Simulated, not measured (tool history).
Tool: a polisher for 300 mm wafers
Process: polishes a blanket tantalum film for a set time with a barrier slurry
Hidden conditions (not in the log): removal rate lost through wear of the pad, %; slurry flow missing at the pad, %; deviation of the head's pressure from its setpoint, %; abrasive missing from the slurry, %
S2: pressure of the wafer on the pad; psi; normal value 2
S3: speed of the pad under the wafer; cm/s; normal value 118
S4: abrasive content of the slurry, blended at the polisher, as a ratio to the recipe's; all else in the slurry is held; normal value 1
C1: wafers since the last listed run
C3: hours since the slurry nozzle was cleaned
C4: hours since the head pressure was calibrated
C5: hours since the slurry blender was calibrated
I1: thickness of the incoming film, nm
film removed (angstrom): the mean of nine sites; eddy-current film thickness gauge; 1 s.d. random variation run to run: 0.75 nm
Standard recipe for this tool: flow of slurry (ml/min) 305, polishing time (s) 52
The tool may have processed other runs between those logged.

run 1 hour=0 | flow_of_slurry_(ml/min)=305 S2=2 S3=118 S4=1.2 polishing_time_(s)=52 | C1=0 wafers_polished_on_this_pad=558 C3=11.4 C4=469.8 C5=9.5 | I1=313.5 | film_removed_(angstrom)=1099
run 2 hour=7.3 | flow_of_slurry_(ml/min)=305 S2=2 S3=118 S4=1.2 polishing_time_(s)=52 | C1=60 wafers_polished_on_this_pad=619 C3=18.7 C4=477.1 C5=16.8 | I1=323.7 | film_removed_(angstrom)=1099
run 3 hour=17.4 | flow_of_slurry_(ml/min)=305 S2=2 S3=130 S4=1 polishing_time_(s)=52 | C1=83 wafers_polished_on_this_pad=702 C3=28.8 C4=487.2 C5=26.9 | I1=313.9 | film_removed_(angstrom)=1127
-- hour=28.5 worn pad replaced by a new one
run 4 hour=33 | flow_of_slurry_(ml/min)=305 S2=2 S3=130 S4=1 polishing_time_(s)=52 | C1=95 wafers_polished_on_this_pad=37 C3=44.4 C4=502.8 C5=42.5 | I1=319.1 | film_removed_(angstrom)=1127
run 5 hour=47.3 | flow_of_slurry_(ml/min)=325 S2=2 S3=118 S4=1.1 polishing_time_(s)=52 | C1=118 wafers_polished_on_this_pad=155 C3=58.7 C4=517.1 C5=56.8 | I1=325.2 | film_removed_(angstrom)=1068
run 6 hour=56.7 | flow_of_slurry_(ml/min)=325 S2=2 S3=118 S4=1.1 polishing_time_(s)=52 | C1=77 wafers_polished_on_this_pad=233 C3=68.1 C4=526.5 C5=66.2 | I1=320.3 | film_removed_(angstrom)=1068
run 7 hour=68.1 | flow_of_slurry_(ml/min)=305 S2=2 S3=118 S4=1 polishing_time_(s)=52 | C1=94 wafers_polished_on_this_pad=327 C3=79.5 C4=537.9 C5=77.6 | I1=321.2 | film_removed_(angstrom)=1030
run 8 hour=75.5 | flow_of_slurry_(ml/min)=305 S2=2 S3=118 S4=0.85 polishing_time_(s)=68 | C1=61 wafers_polished_on_this_pad=388 C3=86.9 C4=545.3 C5=85 | I1=323.7 | film_removed_(angstrom)=1294
run 9 hour=86.5 | flow_of_slurry_(ml/min)=305 S2=2.3 S3=118 S4=1.25 polishing_time_(s)=52 | C1=90 wafers_polished_on_this_pad=479 C3=97.9 C4=556.3 C5=96 | I1=318.2 | film_removed_(angstrom)=1243
run 10 hour=98 | flow_of_slurry_(ml/min)=305 S2=2 S3=118 S4=1 polishing_time_(s)=52 | C1=95 wafers_polished_on_this_pad=574 C3=109.4 C4=567.8 C5=107.5 | I1=322.1 | film_removed_(angstrom)=1008
run 11 hour=105.2 | flow_of_slurry_(ml/min)=405 S2=2 S3=84 S4=1.2 polishing_time_(s)=52 | C1=59 wafers_polished_on_this_pad=634 C3=116.6 C4=575 C5=114.7 | I1=321.1 | film_removed_(angstrom)=857
run 12 hour=111.5 | flow_of_slurry_(ml/min)=275 S2=2.2 S3=106 S4=1 polishing_time_(s)=52 | C1=52 wafers_polished_on_this_pad=686 C3=122.9 C4=581.3 C5=121 | I1=322.5 | film_removed_(angstrom)=1036
run 13 hour=125 | flow_of_slurry_(ml/min)=305 S2=2 S3=118 S4=1 polishing_time_(s)=52 | C1=111 wafers_polished_on_this_pad=798 C3=136.4 C4=594.8 C5=134.5 | I1=324 | film_removed_(angstrom)=1019
-- hour=132.5 worn pad replaced by a new one
run 14 hour=133 | flow_of_slurry_(ml/min)=305 S2=2 S3=118 S4=1.3 polishing_time_(s)=35 | C1=33 wafers_polished_on_this_pad=4 C3=144.4 C4=602.8 C5=142.5 | I1=315.8 | film_removed_(angstrom)=739
run 15 hour=146.4 | flow_of_slurry_(ml/min)=305 S2=2 S3=118 S4=1 polishing_time_(s)=52 | C1=110 wafers_polished_on_this_pad=115 C3=157.8 C4=616.2 C5=155.9 | I1=317.8 | film_removed_(angstrom)=1010
run 16 hour=159.4 | flow_of_slurry_(ml/min)=375 S2=2.4 S3=118 S4=1 polishing_time_(s)=52 | C1=107 wafers_polished_on_this_pad=222 C3=170.8 C4=629.2 C5=168.9 | I1=314.9 | film_removed_(angstrom)=1227
-- hour=171.9 head pressure recalibrated
run 17 hour=172.4 | flow_of_slurry_(ml/min)=305 S2=2 S3=118 S4=1 polishing_time_(s)=52 | C1=90 wafers_polished_on_this_pad=313 C3=183.8 C4=0.5 C5=181.9 | I1=325.7 | film_removed_(angstrom)=1014

The next listed run, before its measurement:
run 18 hour=185.7 | flow_of_slurry_(ml/min)=305 S2=2 S3=118 S4=1.25 polishing_time_(s)=52 | C1=109 wafers_polished_on_this_pad=423 C3=197.1 C4=13.8 C5=195.2 | I1=323.4 | film_removed_(angstrom)=?

film removed (angstrom): 1067
Had the tool carried no hidden state, the very same run would have given film removed (angstrom) 1116.

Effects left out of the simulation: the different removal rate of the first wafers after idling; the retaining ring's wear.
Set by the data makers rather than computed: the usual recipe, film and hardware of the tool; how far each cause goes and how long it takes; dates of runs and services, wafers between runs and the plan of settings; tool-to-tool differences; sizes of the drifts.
